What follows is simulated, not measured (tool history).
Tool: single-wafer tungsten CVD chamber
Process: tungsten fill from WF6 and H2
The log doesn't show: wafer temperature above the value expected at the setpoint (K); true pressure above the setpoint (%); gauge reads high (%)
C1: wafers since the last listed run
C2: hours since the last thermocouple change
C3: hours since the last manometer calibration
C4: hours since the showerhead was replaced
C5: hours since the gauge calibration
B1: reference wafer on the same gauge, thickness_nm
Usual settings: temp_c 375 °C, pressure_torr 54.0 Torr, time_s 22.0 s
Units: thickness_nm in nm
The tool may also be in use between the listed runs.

run 1 hour=0.0 | temp_c=378 pressure_torr=54.0 time_s=19.9 | C1=0 C2=563.2 C3=1119.6 C4=5607.2 C5=1768.5 | B1=54.604 | thickness_nm=50.169
run 2 hour=75.3 | temp_c=378 pressure_torr=54.0 time_s=19.9 | C1=1363 C2=638.5 C3=1194.9 C4=5682.5 C5=1843.8 | B1=54.635 | thickness_nm=50.464
-- hour=165.4 capacitance manometer re-zeroed and calibrated
run 3 hour=165.9 | temp_c=378 pressure_torr=54.0 time_s=19.9 | C1=1495 C2=729.1 C3=0.5 C4=5773.1 C5=1934.4 | B1=54.672 | thickness_nm=50.599
run 4 hour=226.8 | temp_c=375 pressure_torr=54.0 time_s=22.0 | C1=1102 C2=790.0 C3=61.4 C4=5834.0 C5=1995.3 | B1=54.687 | thickness_nm=52.741
run 5 hour=298.1 | temp_c=375 pressure_torr=54.0 time_s=22.0 | C1=1291 C2=861.3 C3=132.7 C4=5905.3 C5=2066.6 | B1=54.503 | thickness_nm=52.798
run 6 hour=376.5 | temp_c=375 pressure_torr=54.0 time_s=22.0 | C1=1419 C2=939.7 C3=211.1 C4=5983.7 C5=2145.0 | B1=54.543 | thickness_nm=52.787
run 7 hour=474.7 | temp_c=386 pressure_torr=54.0 time_s=22.0 | C1=1778 C2=1037.9 C3=309.3 C4=6081.9 C5=2243.2 | B1=54.652 | thickness_nm=67.508
run 8 hour=540.4 | temp_c=386 pressure_torr=54.0 time_s=22.0 | C1=1189 C2=1103.6 C3=375.0 C4=6147.6 C5=2308.9 | B1=54.581 | thickness_nm=66.863
run 9 hour=595.0 | temp_c=385 pressure_torr=45.7 time_s=18.7 | C1=988 C2=1158.2 C3=429.6 C4=6202.2 C5=2363.5 | B1=54.720 | thickness_nm=49.664
-- hour=617.8 showerhead replaced
run 10 hour=686.3 | temp_c=360 pressure_torr=60.0 time_s=18.0 | C1=1508 C2=1249.5 C3=520.9 C4=68.5 C5=2454.8 | B1=54.535 | thickness_nm=33.291
-- hour=776.7 thermocouple changed; heater temperature recalibrated
run 11 hour=777.2 | temp_c=382 pressure_torr=54.0 time_s=22.0 | C1=1501 C2=0.5 C3=611.8 C4=159.4 C5=2545.7 | B1=54.563 | thickness_nm=60.376
run 12 hour=860.8 | temp_c=384 pressure_torr=59.1 time_s=17.8 | C1=1514 C2=84.1 C3=695.4 C4=243.0 C5=2629.3 | B1=54.673 | thickness_nm=53.976
run 13 hour=950.5 | temp_c=375 pressure_torr=54.0 time_s=18.8 | C1=1624 C2=173.8 C3=785.1 C4=332.7 C5=2719.0 | B1=54.662 | thickness_nm=44.114
run 14 hour=1009.4 | temp_c=368 pressure_torr=54.0 time_s=22.0 | C1=1066 C2=232.7 C3=844.0 C4=391.6 C5=2777.9 | B1=54.587 | thickness_nm=44.437
run 15 hour=1100.3 | temp_c=375 pressure_torr=54.0 time_s=22.0 | C1=1646 C2=323.6 C3=934.9 C4=482.5 C5=2868.8 | B1=54.550 | thickness_nm=52.385
run 16 hour=1158.9 | temp_c=382 pressure_torr=61.5 time_s=24.4 | C1=1061 C2=382.2 C3=993.5 C4=541.1 C5=2927.4 | B1=54.549 | thickness_nm=72.951
run 17 hour=1214.3 | temp_c=382 pressure_torr=43.4 time_s=19.3 | C1=1003 C2=437.6 C3=1048.9 C4=596.5 C5=2982.8 | B1=54.677 | thickness_nm=45.464
run 18 hour=1314.2 | temp_c=375 pressure_torr=44.0 time_s=23.2 | C1=1809 C2=537.5 C3=1148.8 C4=696.4 C5=3082.7 | B1=54.536 | thickness_nm=47.690
run 19 hour=1560.0 | temp_c=375 pressure_torr=40.6 time_s=19.5 | C1=4451 C2=783.3 C3=1394.6 C4=942.2 C5=3328.5 | B1=54.679 | thickness_nm=38.019

Run 20 comes next. What will it give?
run 20 hour=1615.6 | temp_c=361 pressure_torr=54.0 time_s=17.6 | C1=1006 C2=838.9 C3=1450.2 C4=997.8 C5=3384.1 | B1=? | thickness_nm=?

B1: 54.655
thickness_nm: 31.137 nm
Without the tool's hidden state the same run would have given thickness_nm 29.840 nm.
